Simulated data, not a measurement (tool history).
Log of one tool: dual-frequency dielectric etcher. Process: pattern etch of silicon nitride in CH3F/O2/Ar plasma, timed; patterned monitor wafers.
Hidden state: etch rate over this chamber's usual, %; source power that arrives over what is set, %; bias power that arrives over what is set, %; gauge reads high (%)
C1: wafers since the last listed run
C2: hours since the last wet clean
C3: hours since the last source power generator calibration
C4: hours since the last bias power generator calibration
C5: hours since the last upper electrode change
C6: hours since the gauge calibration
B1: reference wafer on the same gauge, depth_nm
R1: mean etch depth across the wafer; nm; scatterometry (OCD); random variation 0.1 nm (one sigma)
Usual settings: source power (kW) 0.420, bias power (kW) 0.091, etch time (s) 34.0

{"run": 1, "hour": 0.0, "source power (kW)": 0.42, "bias power (kW)": 0.097, "etch time (s)": 34.0, "C1": 0, "C2": 121.3, "C3": 1962.7, "C4": 3271.7, "C5": 4652.3, "C6": 1303.6, "B1": 27.81, "R1": 25.42}
{"run": 2, "hour": 58.7, "source power (kW)": 0.42, "bias power (kW)": 0.081, "etch time (s)": 37.5, "C1": 672, "C2": 180.0, "C3": 2021.4, "C4": 3330.4, "C5": 4711.0, "C6": 1362.3, "B1": 27.83, "R1": 25.96}
{"hour": 102.9, "done": "gauge calibrated"}
{"run": 3, "hour": 135.3, "source power (kW)": 0.46, "bias power (kW)": 0.091, "etch time (s)": 34.0, "C1": 877, "C2": 256.6, "C3": 2098.0, "C4": 3407.0, "C5": 4787.6, "C6": 32.4, "B1": 27.81, "R1": 25.37}
{"run": 4, "hour": 224.7, "source power (kW)": 0.42, "bias power (kW)": 0.091, "etch time (s)": 34.0, "C1": 1024, "C2": 346.0, "C3": 2187.4, "C4": 3496.4, "C5": 4877.0, "C6": 121.8, "B1": 27.79, "R1": 24.88}
{"hour": 276.5, "done": "wet clean of the chamber"}
{"run": 5, "hour": 284.5, "source power (kW)": 0.42, "bias power (kW)": 0.08, "etch time (s)": 34.0, "C1": 410, "C2": 8.0, "C3": 2247.2, "C4": 3556.2, "C5": 4936.8, "C6": 181.6, "B1": 27.81, "R1": 22.85}
{"run": 6, "hour": 377.4, "source power (kW)": 0.42, "bias power (kW)": 0.08, "etch time (s)": 34.0, "C1": 1064, "C2": 100.9, "C3": 2340.1, "C4": 3649.1, "C5": 5029.7, "C6": 274.5, "B1": 27.79, "R1": 23.04}
{"run": 7, "hour": 464.1, "source power (kW)": 0.42, "bias power (kW)": 0.091, "etch time (s)": 34.0, "C1": 993, "C2": 187.6, "C3": 2426.8, "C4": 3735.8, "C5": 5116.4, "C6": 361.2, "B1": 27.79, "R1": 24.65}
{"run": 8, "hour": 534.9, "source power (kW)": 0.42, "bias power (kW)": 0.091, "etch time (s)": 34.0, "C1": 811, "C2": 258.4, "C3": 2497.6, "C4": 3806.6, "C5": 5187.2, "C6": 432.0, "B1": 27.8, "R1": 24.74}
{"run": 9, "hour": 591.6, "source power (kW)": 0.37, "bias power (kW)": 0.091, "etch time (s)": 42.0, "C1": 649, "C2": 315.1, "C3": 2554.3, "C4": 3863.3, "C5": 5243.9, "C6": 488.7, "B1": 27.8, "R1": 29.72}
{"run": 10, "hour": 650.2, "source power (kW)": 0.37, "bias power (kW)": 0.091, "etch time (s)": 42.0, "C1": 671, "C2": 373.7, "C3": 2612.9, "C4": 3921.9, "C5": 5302.5, "C6": 547.3, "B1": 27.81, "R1": 30.19}
{"hour": 708.9, "done": "wet clean of the chamber"}
{"run": 11, "hour": 741.9, "source power (kW)": 0.37, "bias power (kW)": 0.091, "etch time (s)": 42.0, "C1": 775, "C2": 33.0, "C3": 2704.6, "C4": 4013.6, "C5": 5394.2, "C6": 639.0, "B1": 27.8, "R1": 30.53}
{"run": 12, "hour": 811.6, "source power (kW)": 0.42, "bias power (kW)": 0.091, "etch time (s)": 34.0, "C1": 798, "C2": 102.7, "C3": 2774.3, "C4": 4083.3, "C5": 5463.9, "C6": 708.7, "B1": 27.78, "R1": 25.71}
{"run": 13, "hour": 875.6, "source power (kW)": 0.42, "bias power (kW)": 0.091, "etch time (s)": 34.0, "C1": 733, "C2": 166.7, "C3": 2838.3, "C4": 4147.3, "C5": 5527.9, "C6": 772.7, "B1": 27.8, "R1": 25.72}
{"hour": 990.7, "done": "wet clean of the chamber, repeated, since the last time left the tool worse"}
{"hour": 1009.9, "done": "bias power generator calibrated"}
{"hour": 1033.8, "done": "source power generator calibrated"}
{"run": 14, "hour": 1077.8, "source power (kW)": 0.34, "bias power (kW)": 0.091, "etch time (s)": 34.0, "C1": 1950, "C2": 87.1, "C3": 44.0, "C4": 67.9, "C5": 5730.1, "C6": 974.9, "B1": 27.79, "R1": 23.29}
{"hour": 1109.2, "done": "upper electrode replaced"}
{"run": 15, "hour": 1182.6, "source power (kW)": 0.49, "bias power (kW)": 0.106, "etch time (s)": 34.0, "C1": 925, "C2": 191.9, "C3": 148.8, "C4": 172.7, "C5": 73.4, "C6": 1079.7, "B1": 27.81, "R1": 27.56}
{"run": 16, "hour": 1265.0, "source power (kW)": 0.42, "bias power (kW)": 0.11, "etch time (s)": 43.0, "C1": 944, "C2": 274.3, "C3": 231.2, "C4": 255.1, "C5": 155.8, "C6": 1162.1, "B1": 27.82, "R1": 34.02}
{"hour": 1335.8, "done": "gauge calibrated"}
{"run": 17, "hour": 1360.4, "source power (kW)": 0.42, "bias power (kW)": 0.08, "etch time (s)": 34.0, "C1": 1093, "C2": 369.7, "C3": 326.6, "C4": 350.5, "C5": 251.2, "C6": 24.6, "B1": 27.8, "R1": 23.66}
{"hour": 1402.6, "done": "wet clean of the chamber"}
{"run": 18, "hour": 1414.4, "source power (kW)": 0.51, "bias power (kW)": 0.069, "etch time (s)": 25.5, "C1": 343, "C2": 11.8, "C3": 380.6, "C4": 404.5, "C5": 305.2, "C6": 78.6, "B1": 27.78, "R1": 16.88}
{"run": 19, "hour": 1452.2, "source power (kW)": 0.42, "bias power (kW)": 0.091, "etch time (s)": 34.0, "C1": 433, "C2": 49.6, "C3": 418.4, "C4": 442.3, "C5": 343.0, "C6": 116.4, "B1": 27.78, "R1": 24.6}
{"run": 20, "hour": 1509.1, "source power (kW)": 0.42, "bias power (kW)": 0.077, "etch time (s)": 34.0, "C1": 651, "C2": 106.5, "C3": 475.3, "C4": 499.2, "C5": 399.9, "C6": 173.3, "B1": 27.8, "R1": 22.57}
{"run": 21, "hour": 1596.6, "source power (kW)": 0.42, "bias power (kW)": 0.091, "etch time (s)": 34.0, "C1": 1002, "C2": 194.0, "C3": 562.8, "C4": 586.7, "C5": 487.4, "C6": 260.8, "B1": 27.76, "R1": 24.72}
{"run": 22, "hour": 1674.4, "source power (kW)": 0.42, "bias power (kW)": 0.091, "etch time (s)": 34.0, "C1": 891, "C2": 271.8, "C3": 640.6, "C4": 664.5, "C5": 565.2, "C6": 338.6, "B1": 27.82, "R1": 24.82}
{"hour": 1770.6, "done": "wet clean of the chamber"}
{"run": 23, "hour": 1771.1, "source power (kW)": 0.42, "bias power (kW)": 0.073, "etch time (s)": 42.5, "C1": 832, "C2": 0.5, "C3": 737.3, "C4": 761.2, "C5": 661.9, "C6": 435.3, "B1": 27.81, "R1": 27.29}
{"run": 24, "hour": 1801.2, "source power (kW)": 0.39, "bias power (kW)": 0.091, "etch time (s)": 37.0, "C1": 344, "C2": 30.6, "C3": 767.4, "C4": 791.3, "C5": 692.0, "C6": 465.4, "B1": 27.84, "R1": 26.18}

Run 25 comes next. What will it give?
{"run": 25, "hour": 1837.2, "source power (kW)": 0.33, "bias power (kW)": 0.1, "etch time (s)": 42.0, "C1": 412, "C2": 66.6, "C3": 803.4, "C4": 827.3, "C5": 728.0, "C6": 501.4, "B1": "?", "R1": "?"}

{"run 25": {"B1": 27.81, "R1": 29.8}}
Without the tool's hidden state the same run would have given R1 29.76 nm.

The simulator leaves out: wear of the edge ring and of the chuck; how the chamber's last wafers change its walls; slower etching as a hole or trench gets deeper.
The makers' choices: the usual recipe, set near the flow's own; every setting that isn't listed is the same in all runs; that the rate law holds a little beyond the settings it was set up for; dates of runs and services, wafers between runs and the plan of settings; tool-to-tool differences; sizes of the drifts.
